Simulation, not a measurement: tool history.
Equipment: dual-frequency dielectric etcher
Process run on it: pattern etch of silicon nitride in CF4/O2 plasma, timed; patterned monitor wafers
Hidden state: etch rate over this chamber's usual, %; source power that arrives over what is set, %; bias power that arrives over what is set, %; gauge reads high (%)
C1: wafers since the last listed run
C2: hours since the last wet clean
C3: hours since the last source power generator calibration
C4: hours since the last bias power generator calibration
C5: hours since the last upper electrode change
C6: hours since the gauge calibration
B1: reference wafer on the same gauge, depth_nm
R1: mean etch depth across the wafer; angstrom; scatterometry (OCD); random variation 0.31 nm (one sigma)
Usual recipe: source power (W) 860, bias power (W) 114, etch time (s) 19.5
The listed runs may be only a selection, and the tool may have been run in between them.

run 1 hour=0 | source_power_(W)=860 bias_power_(W)=126 etch_time_(s)=19.5 | C1=0 C2=84.6 C3=2937.1 C4=2980.3 C5=3989.4 C6=1905.9 | B1=44.1 | R1=510
run 2 hour=37 | source_power_(W)=860 bias_power_(W)=126 etch_time_(s)=19.5 | C1=710 C2=121.6 C3=2974.1 C4=3017.3 C5=4026.4 C6=1942.9 | B1=44.1 | R1=512
run 3 hour=71.8 | source_power_(W)=1000 bias_power_(W)=114 etch_time_(s)=23.5 | C1=668 C2=156.4 C3=3008.9 C4=3052.1 C5=4061.2 C6=1977.7 | B1=44.1 | R1=695
run 4 hour=102.2 | source_power_(W)=1000 bias_power_(W)=114 etch_time_(s)=23.5 | C1=583 C2=186.8 C3=3039.3 C4=3082.5 C5=4091.6 C6=2008.1 | B1=44 | R1=690
run 5 hour=158.6 | source_power_(W)=860 bias_power_(W)=114 etch_time_(s)=17 | C1=1082 C2=243.2 C3=3095.7 C4=3138.9 C5=4148 C6=2064.5 | B1=43.9 | R1=431
run 6 hour=186.1 | source_power_(W)=1040 bias_power_(W)=114 etch_time_(s)=19.5 | C1=527 C2=270.7 C3=3123.2 C4=3166.4 C5=4175.5 C6=2092 | B1=43.9 | R1=600
run 7 hour=254.8 | source_power_(W)=1040 bias_power_(W)=114 etch_time_(s)=19.5 | C1=1319 C2=339.4 C3=3191.9 C4=3235.1 C5=4244.2 C6=2160.7 | B1=43.8 | R1=600
-- hour=256.9 gauge calibrated
run 8 hour=288 | source_power_(W)=1040 bias_power_(W)=114 etch_time_(s)=19.5 | C1=637 C2=372.6 C3=3225.1 C4=3268.3 C5=4277.4 C6=31.1 | B1=45.3 | R1=618
run 9 hour=335.8 | source_power_(W)=860 bias_power_(W)=114 etch_time_(s)=19.5 | C1=917 C2=420.4 C3=3272.9 C4=3316.1 C5=4325.2 C6=78.9 | B1=45.3 | R1=506
run 10 hour=360.1 | source_power_(W)=1020 bias_power_(W)=142 etch_time_(s)=22 | C1=466 C2=444.7 C3=3297.2 C4=3340.4 C5=4349.5 C6=103.2 | B1=45.4 | R1=748
run 11 hour=388.9 | source_power_(W)=860 bias_power_(W)=114 etch_time_(s)=19.5 | C1=552 C2=473.5 C3=3326 C4=3369.2 C5=4378.3 C6=132 | B1=45.3 | R1=511
run 12 hour=450.2 | source_power_(W)=700 bias_power_(W)=114 etch_time_(s)=23.5 | C1=1176 C2=534.8 C3=3387.3 C4=3430.5 C5=4439.6 C6=193.3 | B1=45.4 | R1=485
-- hour=506.4 wet clean of the chamber
run 13 hour=510.6 | source_power_(W)=740 bias_power_(W)=138 etch_time_(s)=22.5 | C1=698 C2=4.2 C3=3447.7 C4=3490.9 C5=4500 C6=253.7 | B1=45.4 | R1=538
-- hour=593.8 upper electrode replaced
-- hour=606.8 bias power generator calibrated
run 14 hour=646.6 | source_power_(W)=710 bias_power_(W)=106 etch_time_(s)=23 | C1=2073 C2=140.2 C3=3583.7 C4=39.8 C5=52.8 C6=389.7 | B1=45.2 | R1=473
-- hour=658.5 source power generator calibrated
run 15 hour=672.3 | source_power_(W)=920 bias_power_(W)=114 etch_time_(s)=19.5 | C1=416 C2=165.9 C3=13.8 C4=65.5 C5=78.5 C6=415.4 | B1=45.3 | R1=550
run 16 hour=742 | source_power_(W)=1010 bias_power_(W)=93 etch_time_(s)=22 | C1=1338 C2=235.6 C3=83.5 C4=135.2 C5=148.2 C6=485.1 | B1=45.3 | R1=623
run 17 hour=800.5 | source_power_(W)=700 bias_power_(W)=100 etch_time_(s)=15.5 | C1=1123 C2=294.1 C3=142 C4=193.7 C5=206.7 C6=543.6 | B1=45.3 | R1=305
run 18 hour=841.6 | source_power_(W)=860 bias_power_(W)=114 etch_time_(s)=19.5 | C1=789 C2=335.2 C3=183.1 C4=234.8 C5=247.8 C6=584.7 | B1=45.3 | R1=507
run 19 hour=870.9 | source_power_(W)=860 bias_power_(W)=129 etch_time_(s)=19.5 | C1=562 C2=364.5 C3=212.4 C4=264.1 C5=277.1 C6=614 | B1=45.2 | R1=532
run 20 hour=896.4 | source_power_(W)=860 bias_power_(W)=123 etch_time_(s)=19.5 | C1=489 C2=390 C3=237.9 C4=289.6 C5=302.6 C6=639.5 | B1=45.2 | R1=520
run 21 hour=948.8 | source_power_(W)=950 bias_power_(W)=114 etch_time_(s)=19.5 | C1=1006 C2=442.4 C3=290.3 C4=342 C5=355 C6=691.9 | B1=45.2 | R1=562
run 22 hour=1009.8 | source_power_(W)=650 bias_power_(W)=98 etch_time_(s)=19.5 | C1=1171 C2=503.4 C3=351.3 C4=403 C5=416 C6=752.9 | B1=45.2 | R1=351
run 23 hour=1072.6 | source_power_(W)=1010 bias_power_(W)=128 etch_time_(s)=14.5 | C1=1205 C2=566.2 C3=414.1 C4=465.8 C5=478.8 C6=815.7 | B1=45.2 | R1=468
run 24 hour=1102.4 | source_power_(W)=1030 bias_power_(W)=99 etch_time_(s)=21.5 | C1=572 C2=596 C3=443.9 C4=495.6 C5=508.6 C6=845.5 | B1=45.1 | R1=639
-- hour=1153.6 wet clean of the chamber
run 25 hour=1157.3 | source_power_(W)=920 bias_power_(W)=114 etch_time_(s)=21.5 | C1=593 C2=3.7 C3=498.8 C4=550.5 C5=563.5 C6=900.4 | B1=45.1 | R1=588
run 26 hour=1318.4 | source_power_(W)=860 bias_power_(W)=114 etch_time_(s)=19.5 | C1=3093 C2=164.8 C3=659.9 C4=711.6 C5=724.6 C6=1061.5 | B1=45.1 | R1=508
run 27 hour=1381.3 | source_power_(W)=860 bias_power_(W)=114 etch_time_(s)=19.5 | C1=1207 C2=227.7 C3=722.8 C4=774.5 C5=787.5 C6=1124.4 | B1=44.9 | R1=504
run 28 hour=1418.1 | source_power_(W)=860 bias_power_(W)=114 etch_time_(s)=19.5 | C1=706 C2=264.5 C3=759.6 C4=811.3 C5=824.3 C6=1161.2 | B1=44.9 | R1=497
run 29 hour=1478.7 | source_power_(W)=690 bias_power_(W)=122 etch_time_(s)=25 | C1=1163 C2=325.1 C3=820.2 C4=871.9 C5=884.9 C6=1221.8 | B1=44.9 | R1=525
run 30 hour=1522.7 | source_power_(W)=670 bias_power_(W)=105 etch_time_(s)=14.5 | C1=844 C2=369.1 C3=864.2 C4=915.9 C5=928.9 C6=1265.8 | B1=44.8 | R1=273

What was the tool's hidden state at every run in the log?
etch rate over this chamber's usual, %: 0 across all the runs
source power that arrives over what is set, %: 0 across all the runs
bias power that arrives over what is set, %: 0 across all the runs
H1: gauge reads high (%)
run=1 H1=-2.66
run=2 H1=-2.77
run=3 H1=-2.87
run=4 H1=-2.96
run=5 H1=-3.13
run=6 H1=-3.21
run=7 H1=-3.43
run=8 H1=0.127
run=9 H1=0.124
run=10 H1=0.12
run=11 H1=0.115
run=12 H1=0.101
run=13 H1=0.0806
run=14 H1=0.0159
run=15 H1=0.000624
run=16 H1=-0.0458
run=17 H1=-0.0902
run=18 H1=-0.125
run=19 H1=-0.15
run=20 H1=-0.174
run=21 H1=-0.226
run=22 H1=-0.291
run=23 H1=-0.364
run=24 H1=-0.4
run=25 H1=-0.471
run=26 H1=-0.705
run=27 H1=-0.806
run=28 H1=-0.868
run=29 H1=-0.975
run=30 H1=-1.06
